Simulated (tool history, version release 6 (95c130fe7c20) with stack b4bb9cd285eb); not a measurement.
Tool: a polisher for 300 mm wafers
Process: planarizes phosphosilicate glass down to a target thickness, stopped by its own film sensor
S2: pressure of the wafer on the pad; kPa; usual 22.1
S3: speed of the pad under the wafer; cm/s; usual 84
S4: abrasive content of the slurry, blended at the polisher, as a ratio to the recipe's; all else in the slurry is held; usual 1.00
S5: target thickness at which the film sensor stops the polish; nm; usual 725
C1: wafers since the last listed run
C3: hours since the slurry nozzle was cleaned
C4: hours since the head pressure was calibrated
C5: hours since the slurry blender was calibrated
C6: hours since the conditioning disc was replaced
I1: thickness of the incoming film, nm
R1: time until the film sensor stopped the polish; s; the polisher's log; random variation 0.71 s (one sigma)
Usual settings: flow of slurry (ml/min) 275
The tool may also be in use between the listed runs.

Run 1, hour 0.0: usual settings but S2 16.5 kPa; C1 0; wafers polished on this pad 1789; C3 432.2; C4 1050.2; C5 52.8; C6 28.7; I1 1193.5. Result: R1 91.9 s.
Run 2, hour 27.5: usual settings but S2 16.5 kPa; C1 306; wafers polished on this pad 2095; C3 459.7; C4 1077.7; C5 80.3; C6 56.2; I1 1203.0. Result: R1 91.2 s.
At hour 39.1: worn pad replaced by a new one.
At hour 40.9: head pressure recalibrated.
Run 3, hour 56.1: usual settings; C1 253; wafers polished on this pad 169; C3 488.3; C4 15.2; C5 108.9; C6 84.8; I1 1205.3. Result: R1 70.9 s.
Run 4, hour 85.1: usual settings; C1 322; wafers polished on this pad 491; C3 517.3; C4 44.2; C5 137.9; C6 113.8; I1 1207.1. Result: R1 69.1 s.
At hour 104.1: slurry blender recalibrated.
Run 5, hour 161.0: usual settings; C1 822; wafers polished on this pad 1314; C3 593.2; C4 120.1; C5 56.9; C6 189.7; I1 1178.7. Result: R1 67.1 s.
Run 6, hour 186.8: usual settings; C1 287; wafers polished on this pad 1601; C3 619.0; C4 145.9; C5 82.7; C6 215.5; I1 1171.1. Result: R1 65.1 s.
At hour 217.6: conditioning disc replaced and pad reconditioned.
Run 7, hour 218.1: usual settings; C1 326; wafers polished on this pad 1927; C3 650.3; C4 177.2; C5 114.0; C6 0.5; I1 1166.4. Result: R1 65.4 s.
Run 8, hour 241.1: usual settings but S4 0.85; C1 256; wafers polished on this pad 2184; C3 673.3; C4 200.2; C5 137.0; C6 23.5; I1 1188.8. Result: R1 72.8 s.
At hour 246.6: worn pad replaced by a new one.
Run 9, hour 255.6: usual settings; C1 116; wafers polished on this pad 100; C3 687.8; C4 214.7; C5 151.5; C6 38.0; I1 1193.4. Result: R1 67.6 s.
Run 10, hour 275.8: usual settings but flow of slurry (ml/min) 315, S2 15.2 kPa, S3 110 cm/s, S5 865 nm; C1 224; wafers polished on this pad 325; C3 708.0; C4 234.9; C5 171.7; C6 58.2; I1 1179.4. Result: R1 51.9 s.
At hour 305.8: slurry blender recalibrated.
Run 11, hour 310.4: usual settings but flow of slurry (ml/min) 225, S3 102 cm/s, S4 0.75, S5 881 nm; C1 362; wafers polished on this pad 687; C3 742.6; C4 269.5; C5 4.6; C6 92.8; I1 1196.3. Result: R1 45.9 s.
At hour 320.2: slurry nozzle cleaned.
Run 12, hour 328.2: usual settings but S2 16.5 kPa, S3 60 cm/s; C1 187; wafers polished on this pad 874; C3 8.0; C4 287.3; C5 22.4; C6 110.6; I1 1176.8. Result: R1 114.1 s.
Run 13, hour 342.9: usual settings but S3 98 cm/s, S5 819 nm; C1 163; wafers polished on this pad 1038; C3 22.7; C4 302.0; C5 37.1; C6 125.3; I1 1179.1. Result: R1 46.2 s.
Run 14, hour 362.3: usual settings but flow of slurry (ml/min) 245; C1 215; wafers polished on this pad 1254; C3 42.1; C4 321.4; C5 56.5; C6 144.7; I1 1185.0. Result: R1 68.6 s.
Run 15, hour 385.4: usual settings but S3 60 cm/s; C1 257; wafers polished on this pad 1511; C3 65.2; C4 344.5; C5 79.6; C6 167.8; I1 1178.4. Result: R1 87.0 s.
Run 16, hour 400.6: usual settings but S5 793 nm; C1 169; wafers polished on this pad 1680; C3 80.4; C4 359.7; C5 94.8; C6 183.0; I1 1191.4. Result: R1 57.6 s.
At hour 408.4: worn pad replaced by a new one.
Run 17, hour 436.2: usual settings but S5 569 nm; C1 351; wafers polished on this pad 309; C3 116.0; C4 395.3; C5 130.4; C6 218.6; I1 1180.4. Result: R1 89.1 s.
At hour 446.3: conditioning disc replaced and pad reconditioned.
Run 18, hour 455.9: usual settings; C1 197; wafers polished on this pad 506; C3 135.7; C4 415.0; C5 150.1; C6 9.6; I1 1190.4. Result: R1 66.3 s.
At hour 476.2: slurry blender recalibrated.
Run 19, hour 482.3: usual settings but S4 0.75; C1 271; wafers polished on this pad 778; C3 162.1; C4 441.4; C5 6.1; C6 36.0; I1 1198.8. Result: R1 79.5 s.

Forecast run 20:
Run 20, hour 505.6: usual settings but S2 25.5 kPa; C1 259; wafers polished on this pad 1037; C3 185.4; C4 464.7; C5 29.4; C6 59.3; I1 1179.4. Result: R1 ?.

R1: 56.9 s
Without the tool's hidden state the same run would have given R1 56.9 s.
